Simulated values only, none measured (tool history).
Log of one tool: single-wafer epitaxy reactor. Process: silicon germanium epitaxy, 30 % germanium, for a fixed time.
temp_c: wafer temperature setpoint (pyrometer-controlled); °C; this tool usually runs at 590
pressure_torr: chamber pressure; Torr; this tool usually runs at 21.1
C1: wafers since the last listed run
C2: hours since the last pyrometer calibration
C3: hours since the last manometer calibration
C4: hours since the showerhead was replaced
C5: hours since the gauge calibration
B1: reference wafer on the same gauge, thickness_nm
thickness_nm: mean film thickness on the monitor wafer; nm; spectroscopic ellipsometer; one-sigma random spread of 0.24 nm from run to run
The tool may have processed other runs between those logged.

Run 1, hour 0.0: usual settings; C1 0; C2 1546.3; C3 1337.8; C4 5992.6; C5 43.5; B1 50.058. Result: thickness_nm 53.750 nm.
Run 2, hour 14.4: usual settings; C1 191; C2 1560.7; C3 1352.2; C4 6007.0; C5 57.9; B1 49.997. Result: thickness_nm 53.636 nm.
Run 3, hour 31.3: usual settings; C1 224; C2 1577.6; C3 1369.1; C4 6023.9; C5 74.8; B1 50.058. Result: thickness_nm 53.681 nm.
Run 4, hour 42.7: usual settings; C1 151; C2 1589.0; C3 1380.5; C4 6035.3; C5 86.2; B1 50.146. Result: thickness_nm 54.348 nm.
At hour 94.3: pyrometer calibrated.
Run 5, hour 96.0: usual settings; C1 601; C2 1.7; C3 1433.8; C4 6088.6; C5 139.5; B1 50.073. Result: thickness_nm 53.806 nm.
At hour 109.2: capacitance manometer re-zeroed and calibrated.
Run 6, hour 109.7: usual settings; C1 75; C2 15.4; C3 0.5; C4 6102.3; C5 153.2; B1 50.061. Result: thickness_nm 53.753 nm.
Run 7, hour 121.1: usual settings but pressure_torr 24.2 Torr; C1 151; C2 26.8; C3 11.9; C4 6113.7; C5 164.6; B1 50.050. Result: thickness_nm 56.997 nm.
At hour 128.6: gauge calibrated.
Run 8, hour 132.3: usual settings but pressure_torr 24.2 Torr; C1 148; C2 38.0; C3 23.1; C4 6124.9; C5 3.7; B1 50.030. Result: thickness_nm 57.209 nm.
Run 9, hour 145.6: usual settings; C1 176; C2 51.3; C3 36.4; C4 6138.2; C5 17.0; B1 50.046. Result: thickness_nm 53.863 nm.
Run 10, hour 161.8: usual settings; C1 215; C2 67.5; C3 52.6; C4 6154.4; C5 33.2; B1 50.179. Result: thickness_nm 53.752 nm.
Run 11, hour 168.1: usual settings but temp_c 578 °C; C1 83; C2 73.8; C3 58.9; C4 6160.7; C5 39.5; B1 49.964. Result: thickness_nm 43.546 nm.
Run 12, hour 177.9: usual settings but temp_c 579 °C, pressure_torr 17.3 Torr; C1 130; C2 83.6; C3 68.7; C4 6170.5; C5 49.3; B1 50.054. Result: thickness_nm 40.873 nm.
Run 13, hour 186.7: usual settings but temp_c 599 °C; C1 116; C2 92.4; C3 77.5; C4 6179.3; C5 58.1; B1 50.167. Result: thickness_nm 62.188 nm.
At hour 210.0: showerhead replaced.
Run 14, hour 214.2: usual settings but temp_c 585 °C, pressure_torr 17.8 Torr; C1 259; C2 119.9; C3 105.0; C4 4.2; C5 85.6; B1 50.032. Result: thickness_nm 45.862 nm.
Run 15, hour 222.5: usual settings but temp_c 602 °C; C1 110; C2 128.2; C3 113.3; C4 12.5; C5 93.9; B1 50.089. Result: thickness_nm 65.810 nm.
Run 16, hour 262.6: usual settings but temp_c 579 °C, pressure_torr 23.1 Torr; C1 532; C2 168.3; C3 153.4; C4 52.6; C5 134.0; B1 50.103. Result: thickness_nm 46.705 nm.
Run 17, hour 280.1: usual settings; C1 232; C2 185.8; C3 170.9; C4 70.1; C5 151.5; B1 50.164. Result: thickness_nm 53.738 nm.
Run 18, hour 286.1: usual settings but temp_c 597 °C, pressure_torr 24.9 Torr; C1 79; C2 191.8; C3 176.9; C4 76.1; C5 157.5; B1 50.228. Result: thickness_nm 64.440 nm.

4 options for the next run, each taken on its own from the tool as it stands now. Forecast them:
Run A, hour 286.5: usual settings; C1 5; C2 192.2; C3 177.3; C4 76.5; C5 157.9; B1 ?. Result: thickness_nm ?.
Run B, hour 286.5: usual settings but temp_c 599 °C, pressure_torr 25.4 Torr; C1 5; C2 192.2; C3 177.3; C4 76.5; C5 157.9; B1 ?. Result: thickness_nm ?.
Run C, hour 286.5: usual settings but pressure_torr 22.9 Torr; C1 5; C2 192.2; C3 177.3; C4 76.5; C5 157.9; B1 ?. Result: thickness_nm ?.
Run D, hour 286.5: usual settings but temp_c 597 °C, pressure_torr 23.2 Torr; C1 5; C2 192.2; C3 177.3; C4 76.5; C5 157.9; B1 ?. Result: thickness_nm ?.

run      B1  thickness_nm
  A  50.147        53.835
  B  50.147        67.611
  C  50.147        55.808
  D  50.147        62.924
With no hidden state in the tool, these same runs would have given:
run  thickness_nm
  A        53.835
  B        67.611
  C        55.808
  D        62.924
